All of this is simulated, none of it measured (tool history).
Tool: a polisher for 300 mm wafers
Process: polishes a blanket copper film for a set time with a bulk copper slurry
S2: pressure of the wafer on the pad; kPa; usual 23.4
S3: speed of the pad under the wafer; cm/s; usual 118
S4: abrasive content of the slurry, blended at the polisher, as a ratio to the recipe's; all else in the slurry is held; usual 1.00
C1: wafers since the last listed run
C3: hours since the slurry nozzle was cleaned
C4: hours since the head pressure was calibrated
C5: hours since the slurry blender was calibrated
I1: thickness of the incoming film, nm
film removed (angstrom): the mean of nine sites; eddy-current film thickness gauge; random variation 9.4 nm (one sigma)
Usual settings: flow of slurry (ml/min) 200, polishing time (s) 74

{"run": 1, "day": 0.0, "flow of slurry (ml/min)": 200, "S2": 23.4, "S3": 92, "S4": 1.0, "polishing time (s)": 74, "C1": 0, "wafers polished on this pad": 533, "C3": 51.1, "C4": 1070.4, "C5": 38.5, "I1": 2898.0, "film removed (angstrom)": 8604}
{"run": 2, "day": 1.279, "flow of slurry (ml/min)": 240, "S2": 23.4, "S3": 118, "S4": 1.2, "polishing time (s)": 74, "C1": 310, "wafers polished on this pad": 844, "C3": 81.8, "C4": 1101.1, "C5": 69.2, "I1": 2975.6, "film removed (angstrom)": 10944}
{"run": 3, "day": 2.225, "flow of slurry (ml/min)": 200, "S2": 23.4, "S3": 104, "S4": 1.0, "polishing time (s)": 74, "C1": 229, "wafers polished on this pad": 1074, "C3": 104.5, "C4": 1123.8, "C5": 91.9, "I1": 2928.3, "film removed (angstrom)": 9061}
{"day": 2.858, "done": "worn pad replaced by a new one"}
{"run": 4, "day": 2.879, "flow of slurry (ml/min)": 200, "S2": 23.4, "S3": 118, "S4": 1.0, "polishing time (s)": 74, "C1": 118, "wafers polished on this pad": 5, "C3": 120.2, "C4": 1139.5, "C5": 107.6, "I1": 2909.8, "film removed (angstrom)": 10815}
{"run": 5, "day": 3.388, "flow of slurry (ml/min)": 200, "S2": 23.4, "S3": 118, "S4": 1.0, "polishing time (s)": 74, "C1": 123, "wafers polished on this pad": 128, "C3": 132.4, "C4": 1151.7, "C5": 119.8, "I1": 2929.3, "film removed (angstrom)": 10771}
{"run": 6, "day": 4.417, "flow of slurry (ml/min)": 200, "S2": 23.4, "S3": 118, "S4": 1.0, "polishing time (s)": 74, "C1": 250, "wafers polished on this pad": 378, "C3": 157.1, "C4": 1176.4, "C5": 144.5, "I1": 2909.0, "film removed (angstrom)": 10572}
{"run": 7, "day": 5.233, "flow of slurry (ml/min)": 200, "S2": 23.4, "S3": 118, "S4": 1.0, "polishing time (s)": 74, "C1": 198, "wafers polished on this pad": 577, "C3": 176.7, "C4": 1196.0, "C5": 164.1, "I1": 2958.5, "film removed (angstrom)": 10441}
{"run": 8, "day": 6.671, "flow of slurry (ml/min)": 200, "S2": 23.4, "S3": 118, "S4": 1.0, "polishing time (s)": 74, "C1": 349, "wafers polished on this pad": 926, "C3": 211.2, "C4": 1230.5, "C5": 198.6, "I1": 2971.0, "film removed (angstrom)": 10242}
{"run": 9, "day": 7.85, "flow of slurry (ml/min)": 200, "S2": 23.4, "S3": 118, "S4": 1.0, "polishing time (s)": 74, "C1": 286, "wafers polished on this pad": 1213, "C3": 239.5, "C4": 1258.8, "C5": 226.9, "I1": 2932.8, "film removed (angstrom)": 9994}
{"day": 8.312, "done": "slurry blender recalibrated"}
{"run": 10, "day": 8.4, "flow of slurry (ml/min)": 200, "S2": 23.4, "S3": 118, "S4": 1.0, "polishing time (s)": 74, "C1": 113, "wafers polished on this pad": 1326, "C3": 252.7, "C4": 1272.0, "C5": 2.1, "I1": 2923.0, "film removed (angstrom)": 9794}
{"day": 9.029, "done": "worn pad replaced by a new one"}
{"run": 11, "day": 9.267, "flow of slurry (ml/min)": 200, "S2": 23.4, "S3": 118, "S4": 1.0, "polishing time (s)": 74, "C1": 170, "wafers polished on this pad": 57, "C3": 273.5, "C4": 1292.8, "C5": 22.9, "I1": 2924.2, "film removed (angstrom)": 10619}
{"run": 12, "day": 10.371, "flow of slurry (ml/min)": 200, "S2": 23.4, "S3": 118, "S4": 1.0, "polishing time (s)": 74, "C1": 268, "wafers polished on this pad": 325, "C3": 300.0, "C4": 1319.3, "C5": 49.4, "I1": 2889.3, "film removed (angstrom)": 10447}
{"run": 13, "day": 11.475, "flow of slurry (ml/min)": 200, "S2": 28.3, "S3": 118, "S4": 1.1, "polishing time (s)": 74, "C1": 268, "wafers polished on this pad": 594, "C3": 326.5, "C4": 1345.8, "C5": 75.9, "I1": 2968.9, "film removed (angstrom)": 12663}
{"run": 14, "day": 12.862, "flow of slurry (ml/min)": 200, "S2": 23.4, "S3": 154, "S4": 1.0, "polishing time (s)": 74, "C1": 337, "wafers polished on this pad": 931, "C3": 359.8, "C4": 1379.1, "C5": 109.2, "I1": 2939.5, "film removed (angstrom)": 12551}
{"day": 13.379, "done": "head pressure recalibrated"}
{"day": 14.333, "done": "slurry nozzle cleaned"}
{"run": 15, "day": 14.362, "flow of slurry (ml/min)": 200, "S2": 23.4, "S3": 142, "S4": 1.0, "polishing time (s)": 62, "C1": 334, "wafers polished on this pad": 1265, "C3": 0.7, "C4": 23.6, "C5": 145.2, "I1": 2875.0, "film removed (angstrom)": 9933}
{"day": 14.542, "done": "worn pad replaced by a new one"}
{"run": 16, "day": 15.188, "flow of slurry (ml/min)": 200, "S2": 23.4, "S3": 118, "S4": 1.0, "polishing time (s)": 74, "C1": 159, "wafers polished on this pad": 157, "C3": 20.5, "C4": 43.4, "C5": 165.0, "I1": 2904.9, "film removed (angstrom)": 10770}
{"run": 17, "day": 16.183, "flow of slurry (ml/min)": 200, "S2": 23.4, "S3": 118, "S4": 1.0, "polishing time (s)": 74, "C1": 241, "wafers polished on this pad": 399, "C3": 44.4, "C4": 67.3, "C5": 188.9, "I1": 2899.9, "film removed (angstrom)": 10539}
{"day": 17.05, "done": "slurry blender recalibrated"}
{"run": 18, "day": 17.321, "flow of slurry (ml/min)": 245, "S2": 23.4, "S3": 130, "S4": 1.3, "polishing time (s)": 65, "C1": 256, "wafers polished on this pad": 655, "C3": 71.7, "C4": 94.6, "C5": 6.5, "I1": 2899.5, "film removed (angstrom)": 10731}
{"run": 19, "day": 18.654, "flow of slurry (ml/min)": 200, "S2": 23.4, "S3": 154, "S4": 1.0, "polishing time (s)": 74, "C1": 323, "wafers polished on this pad": 979, "C3": 103.7, "C4": 126.6, "C5": 38.5, "I1": 2907.6, "film removed (angstrom)": 12699}
{"day": 19.304, "done": "worn pad replaced by a new one"}
{"run": 20, "day": 19.529, "flow of slurry (ml/min)": 220, "S2": 23.4, "S3": 118, "S4": 1.25, "polishing time (s)": 74, "C1": 172, "wafers polished on this pad": 54, "C3": 124.7, "C4": 147.6, "C5": 59.5, "I1": 2942.0, "film removed (angstrom)": 11584}
{"run": 21, "day": 20.483, "flow of slurry (ml/min)": 255, "S2": 23.4, "S3": 92, "S4": 1.0, "polishing time (s)": 74, "C1": 231, "wafers polished on this pad": 286, "C3": 147.6, "C4": 170.5, "C5": 82.4, "I1": 2964.2, "film removed (angstrom)": 9029}
{"run": 22, "day": 21.917, "flow of slurry (ml/min)": 200, "S2": 23.4, "S3": 118, "S4": 1.0, "polishing time (s)": 74, "C1": 348, "wafers polished on this pad": 634, "C3": 182.0, "C4": 204.9, "C5": 116.8, "I1": 2864.1, "film removed (angstrom)": 10386}
{"run": 23, "day": 23.383, "flow of slurry (ml/min)": 155, "S2": 23.4, "S3": 118, "S4": 1.0, "polishing time (s)": 88, "C1": 356, "wafers polished on this pad": 991, "C3": 217.2, "C4": 240.1, "C5": 152.0, "I1": 2872.0, "film removed (angstrom)": 11906}
{"run": 24, "day": 24.383, "flow of slurry (ml/min)": 200, "S2": 23.4, "S3": 118, "S4": 1.0, "polishing time (s)": 74, "C1": 242, "wafers polished on this pad": 1234, "C3": 241.2, "C4": 264.1, "C5": 176.0, "I1": 2945.1, "film removed (angstrom)": 9997}

Forecast each of these 4 alternatives for the next run:
{"run": "A", "day": 24.4, "flow of slurry (ml/min)": 200, "S2": 23.4, "S3": 118, "S4": 1.0, "polishing time (s)": 74, "C1": 4, "wafers polished on this pad": 1238, "C3": 241.6, "C4": 264.5, "C5": 176.4, "I1": 2891.4, "film removed (angstrom)": "?"}
{"run": "B", "day": 24.4, "flow of slurry (ml/min)": 255, "S2": 23.4, "S3": 118, "S4": 1.0, "polishing time (s)": 74, "C1": 4, "wafers polished on this pad": 1238, "C3": 241.6, "C4": 264.5, "C5": 176.4, "I1": 2891.4, "film removed (angstrom)": "?"}
{"run": "C", "day": 24.4, "flow of slurry (ml/min)": 160, "S2": 23.4, "S3": 94, "S4": 1.0, "polishing time (s)": 96, "C1": 4, "wafers polished on this pad": 1238, "C3": 241.6, "C4": 264.5, "C5": 176.4, "I1": 2891.4, "film removed (angstrom)": "?"}
{"run": "D", "day": 24.4, "flow of slurry (ml/min)": 175, "S2": 17.2, "S3": 118, "S4": 0.9, "polishing time (s)": 96, "C1": 4, "wafers polished on this pad": 1238, "C3": 241.6, "C4": 264.5, "C5": 176.4, "I1": 2891.4, "film removed (angstrom)": "?"}

run=A film_removed_(angstrom)=9989
run=B film_removed_(angstrom)=10206
run=C film_removed_(angstrom)=10582
run=D film_removed_(angstrom)=9287
Without the tool's hidden state the same runs would have given:
run=A film_removed_(angstrom)=10928
run=B film_removed_(angstrom)=11136
run=C film_removed_(angstrom)=11606
run=D film_removed_(angstrom)=10175
